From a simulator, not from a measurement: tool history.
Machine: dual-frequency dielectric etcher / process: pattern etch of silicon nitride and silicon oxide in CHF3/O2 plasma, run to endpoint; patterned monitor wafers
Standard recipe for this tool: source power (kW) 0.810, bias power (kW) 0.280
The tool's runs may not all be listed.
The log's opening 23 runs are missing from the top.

run	day	source power (kW)	bias power (kW)	wafers since the last listed run	hours since the last wet clean	hours since the last source power generator calibration	hours since the last bias power generator calibration	hours since the last upper electrode change	incoming incoming film thickness, nm	endpoint time (s)
24	46.396	0.880	0.317	376	247.9	466.5	492.9	5789.1	171.4	81.4
25	47.746	0.810	0.280	308	280.3	498.9	525.3	5821.5	170.9	88.3
26	49.167	0.810	0.280	324	314.4	533.0	559.4	5855.6	170.5	89.0
# day 51.346: upper electrode replaced
27	51.975	0.980	0.348	413	381.8	600.4	626.8	15.1	168.0	76.2
28	54.067	0.620	0.241	477	432.0	650.6	677.0	65.3	169.7	101.0
# day 55.917: wet clean of the chamber
29	55.938	0.930	0.340	198	0.5	695.5	721.9	110.2	168.5	74.5
30	58.400	0.750	0.318	562	59.6	754.6	781.0	169.3	169.8	83.0
31	60.633	0.810	0.280	510	113.2	808.2	834.6	222.9	169.8	85.6
32	61.883	0.900	0.300	285	143.2	838.2	864.6	252.9	170.1	81.6
33	64.779	0.710	0.322	661	212.7	907.7	934.1	322.4	169.4	84.7
34	66.704	0.810	0.223	439	258.9	953.9	980.3	368.6	172.0	97.4
35	69.371	0.810	0.328	609	322.9	1017.9	1044.3	432.6	171.0	82.7
36	71.142	0.620	0.238	404	365.4	1060.4	1086.8	475.1	170.6	104.6

3 ways to go on from here, each from the tool as it stands after run 36. What would each give?
A	71.162	0.810	0.280	4	365.9	1060.9	1087.3	475.6	169.3	?
B	71.162	0.700	0.302	4	365.9	1060.9	1087.3	475.6	169.3	?
C	71.162	0.890	0.309	4	365.9	1060.9	1087.3	475.6	169.3	?

run	endpoint time (s)
A	88.3
B	89.3
C	82.3
Without the tool's hidden state the same runs would have given:
run	endpoint time (s)
A	83.8
B	84.8
C	78.2
